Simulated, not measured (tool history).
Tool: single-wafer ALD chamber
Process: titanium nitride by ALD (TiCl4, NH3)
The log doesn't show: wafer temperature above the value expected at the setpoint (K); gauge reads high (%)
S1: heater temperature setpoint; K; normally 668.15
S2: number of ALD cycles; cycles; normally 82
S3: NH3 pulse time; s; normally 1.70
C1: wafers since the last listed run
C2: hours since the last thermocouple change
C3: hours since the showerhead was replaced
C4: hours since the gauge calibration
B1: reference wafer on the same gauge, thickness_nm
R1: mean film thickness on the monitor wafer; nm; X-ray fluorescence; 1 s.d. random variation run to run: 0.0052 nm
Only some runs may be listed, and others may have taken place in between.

run    hour      S1  S2    S3   C1      C2      C3     C4     B1     R1
  1     0.0  668.15  82  1.70    0  1379.2  5891.9   11.6  2.166  1.835
  2   217.4  679.15  82  1.70  861  1596.6  6109.3  229.0  2.158  1.846
  3   298.2  679.15  82  1.70  320  1677.4  6190.1  309.8  2.156  1.840
  4   341.1  668.15  82  1.70  170  1720.3  6233.0  352.7  2.151  1.820
  5   437.9  668.15  82  1.70  383  1817.1  6329.8  449.5  2.146  1.813
  6   491.7  668.15  82  1.70  213  1870.9  6383.6  503.3  2.138  1.802
      515.4  -- showerhead replaced
  7   547.3  668.15  72  1.70  188  1926.5    31.9  558.9  2.133  1.589
  8   638.8  668.15  82  1.70  362  2018.0   123.4  650.4  2.120  1.798
  9   728.6  668.15  96  1.70  356  2107.8   213.2  740.2  2.103  2.095
 10   777.6  668.15  87  1.70  194  2156.8   262.2  789.2  2.099  1.882
      791.7  -- gauge calibrated
      837.8  -- thermocouple changed; heater temperature recalibrated
 11   932.0  668.15  82  2.32  580    94.2   416.6  140.3  2.173  1.861
 12  1013.2  668.15  72  1.89  321   175.4   497.8  221.5  2.171  1.618
 13  1096.8  663.15  70  1.04  331   259.0   581.4  305.1  2.170  1.526
 14  1134.3  668.15  89  1.17  148   296.5   618.9  342.6  2.160  1.953

What would each run have given without the hidden state, its run-to-run variation left as it was?
run     R1
  1  1.838
  2  1.853
  3  1.852
  4  1.835
  5  1.835
  6  1.828
  7  1.617
  8  1.841
  9  2.160
 10  1.948
 11  1.857
 12  1.617
 13  1.528
 14  1.959
